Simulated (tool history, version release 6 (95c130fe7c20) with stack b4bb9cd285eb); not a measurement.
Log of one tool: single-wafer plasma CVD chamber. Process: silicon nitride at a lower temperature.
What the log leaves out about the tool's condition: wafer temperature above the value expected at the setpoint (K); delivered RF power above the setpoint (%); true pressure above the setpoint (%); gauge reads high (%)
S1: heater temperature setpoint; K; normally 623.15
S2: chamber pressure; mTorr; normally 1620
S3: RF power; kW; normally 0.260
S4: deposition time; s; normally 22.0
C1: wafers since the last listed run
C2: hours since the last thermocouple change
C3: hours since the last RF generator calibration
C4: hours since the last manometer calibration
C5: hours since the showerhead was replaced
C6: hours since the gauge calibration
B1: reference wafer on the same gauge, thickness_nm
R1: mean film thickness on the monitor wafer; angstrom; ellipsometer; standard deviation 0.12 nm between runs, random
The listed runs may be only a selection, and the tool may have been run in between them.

run 1 day=0.000 | S1=623.15 S2=1620 S3=0.260 S4=22.0 | C1=0 C2=1590.4 C3=2006.9 C4=1441.8 C5=4879.9 C6=366.1 | B1=21.075 | R1=231.24
run 2 day=0.742 | S1=623.15 S2=1620 S3=0.260 S4=22.0 | C1=466 C2=1608.2 C3=2024.7 C4=1459.6 C5=4897.7 C6=383.9 | B1=21.104 | R1=230.09
run 3 day=2.200 | S1=623.15 S2=1620 S3=0.260 S4=22.0 | C1=916 C2=1643.2 C3=2059.7 C4=1494.6 C5=4932.7 C6=418.9 | B1=21.109 | R1=228.20
run 4 day=3.483 | S1=623.15 S2=1620 S3=0.260 S4=22.0 | C1=806 C2=1674.0 C3=2090.5 C4=1525.4 C5=4963.5 C6=449.7 | B1=21.101 | R1=228.89
run 5 day=4.646 | S1=623.15 S2=1620 S3=0.260 S4=22.0 | C1=730 C2=1701.9 C3=2118.4 C4=1553.3 C5=4991.4 C6=477.6 | B1=21.118 | R1=230.17
run 6 day=5.158 | S1=623.15 S2=1620 S3=0.260 S4=22.0 | C1=322 C2=1714.2 C3=2130.7 C4=1565.6 C5=5003.7 C6=489.9 | B1=21.096 | R1=232.15
run 7 day=6.242 | S1=623.15 S2=1620 S3=0.260 S4=22.0 | C1=680 C2=1740.2 C3=2156.7 C4=1591.6 C5=5029.7 C6=515.9 | B1=21.104 | R1=232.05
run 8 day=6.917 | S1=623.15 S2=1620 S3=0.260 S4=22.0 | C1=424 C2=1756.4 C3=2172.9 C4=1607.8 C5=5045.9 C6=532.1 | B1=21.090 | R1=229.76
run 9 day=7.925 | S1=623.15 S2=1620 S3=0.260 S4=22.0 | C1=633 C2=1780.6 C3=2197.1 C4=1632.0 C5=5070.1 C6=556.3 | B1=21.113 | R1=230.50
-- day=8.796 capacitance manometer re-zeroed and calibrated
run 10 day=8.829 | S1=623.15 S2=1620 S3=0.290 S4=22.0 | C1=358 C2=1802.3 C3=2218.8 C4=0.8 C5=5091.8 C6=578.0 | B1=21.099 | R1=254.26
-- day=9.846 thermocouple changed; heater temperature recalibrated
run 11 day=9.867 | S1=623.15 S2=1620 S3=0.260 S4=22.0 | C1=442 C2=0.5 C3=2243.7 C4=25.7 C5=5116.7 C6=602.9 | B1=21.082 | R1=231.23
run 12 day=11.238 | S1=630.15 S2=1390 S3=0.260 S4=22.0 | C1=861 C2=33.4 C3=2276.6 C4=58.6 C5=5149.6 C6=635.8 | B1=21.129 | R1=216.31
-- day=11.862 showerhead replaced
run 13 day=11.892 | S1=623.15 S2=1620 S3=0.260 S4=22.0 | C1=201 C2=49.1 C3=2292.3 C4=74.3 C5=0.7 C6=651.5 | B1=21.099 | R1=231.08
run 14 day=12.492 | S1=623.15 S2=1620 S3=0.260 S4=22.0 | C1=377 C2=63.5 C3=2306.7 C4=88.7 C5=15.1 C6=665.9 | B1=21.094 | R1=230.73
run 15 day=13.892 | S1=623.15 S2=1430 S3=0.245 S4=24.4 | C1=879 C2=97.1 C3=2340.3 C4=122.3 C5=48.7 C6=699.5 | B1=21.098 | R1=228.87
run 16 day=14.550 | S1=623.15 S2=1620 S3=0.260 S4=22.0 | C1=413 C2=112.9 C3=2356.1 C4=138.1 C5=64.5 C6=715.3 | B1=21.129 | R1=229.20
-- day=15.283 gauge calibrated
run 17 day=16.021 | S1=636.15 S2=1620 S3=0.260 S4=22.0 | C1=924 C2=148.2 C3=2391.4 C4=173.4 C5=99.8 C6=17.7 | B1=21.095 | R1=226.07
run 18 day=17.058 | S1=628.15 S2=1620 S3=0.240 S4=26.1 | C1=651 C2=173.1 C3=2416.3 C4=198.3 C5=124.7 C6=42.6 | B1=21.107 | R1=249.01
run 19 day=17.600 | S1=634.15 S2=1890 S3=0.260 S4=20.5 | C1=340 C2=186.1 C3=2429.3 C4=211.3 C5=137.7 C6=55.6 | B1=21.105 | R1=222.04
run 20 day=18.988 | S1=623.15 S2=1840 S3=0.215 S4=26.4 | C1=871 C2=219.4 C3=2462.6 C4=244.6 C5=171.0 C6=88.9 | B1=21.084 | R1=233.70
run 21 day=20.479 | S1=623.15 S2=1620 S3=0.260 S4=22.0 | C1=937 C2=255.2 C3=2498.4 C4=280.4 C5=206.8 C6=124.7 | B1=21.084 | R1=227.43
run 22 day=21.404 | S1=636.15 S2=1320 S3=0.260 S4=22.0 | C1=581 C2=277.4 C3=2520.6 C4=302.6 C5=229.0 C6=146.9 | B1=21.089 | R1=212.06
-- day=22.508 RF generator calibrated
run 23 day=24.600 | S1=623.15 S2=1620 S3=0.260 S4=22.0 | C1=1798 C2=354.1 C3=50.2 C4=379.3 C5=305.7 C6=223.6 | B1=21.116 | R1=239.84
run 24 day=25.838 | S1=613.15 S2=1620 S3=0.240 S4=22.0 | C1=777 C2=383.8 C3=79.9 C4=409.0 C5=335.4 C6=253.3 | B1=21.107 | R1=222.99
run 25 day=26.646 | S1=623.15 S2=1620 S3=0.260 S4=22.0 | C1=507 C2=403.2 C3=99.3 C4=428.4 C5=354.8 C6=272.7 | B1=21.092 | R1=239.17
run 26 day=31.108 | S1=634.15 S2=1620 S3=0.260 S4=18.0 | C1=2803 C2=510.3 C3=206.4 C4=535.5 C5=461.9 C6=379.8 | B1=21.095 | R1=195.92
run 27 day=31.842 | S1=635.15 S2=1900 S3=0.310 S4=24.3 | C1=460 C2=527.9 C3=224.0 C4=553.1 C5=479.5 C6=397.4 | B1=21.109 | R1=323.46
run 28 day=33.117 | S1=623.15 S2=1620 S3=0.245 S4=22.0 | C1=801 C2=558.5 C3=254.6 C4=583.7 C5=510.1 C6=428.0 | B1=21.103 | R1=228.48
run 29 day=34.112 | S1=634.15 S2=1620 S3=0.260 S4=23.6 | C1=625 C2=582.4 C3=278.5 C4=607.6 C5=534.0 C6=451.9 | B1=21.109 | R1=258.87
run 30 day=35.512 | S1=623.15 S2=1620 S3=0.260 S4=22.0 | C1=879 C2=616.0 C3=312.1 C4=641.2 C5=567.6 C6=485.5 | B1=21.115 | R1=243.56

Each row is a separate what-if for the run after 30, all from the same tool condition, not one after another. Results?
run A day=35.529 | S1=623.15 S2=1620 S3=0.260 S4=22.0 | C1=10 C2=616.4 C3=312.5 C4=641.6 C5=568.0 C6=485.9 | B1=? | R1=?
run B day=35.529 | S1=608.15 S2=1320 S3=0.260 S4=22.0 | C1=10 C2=616.4 C3=312.5 C4=641.6 C5=568.0 C6=485.9 | B1=? | R1=?
run C day=35.529 | S1=608.15 S2=1620 S3=0.260 S4=22.0 | C1=10 C2=616.4 C3=312.5 C4=641.6 C5=568.0 C6=485.9 | B1=? | R1=?

run=A B1=21.101 R1=239.97
run=B B1=21.101 R1=226.13
run=C B1=21.101 R1=241.13
Without the tool's hidden state the same runs would have given:
run=A R1=240.49
run=B R1=226.63
run=C R1=241.66

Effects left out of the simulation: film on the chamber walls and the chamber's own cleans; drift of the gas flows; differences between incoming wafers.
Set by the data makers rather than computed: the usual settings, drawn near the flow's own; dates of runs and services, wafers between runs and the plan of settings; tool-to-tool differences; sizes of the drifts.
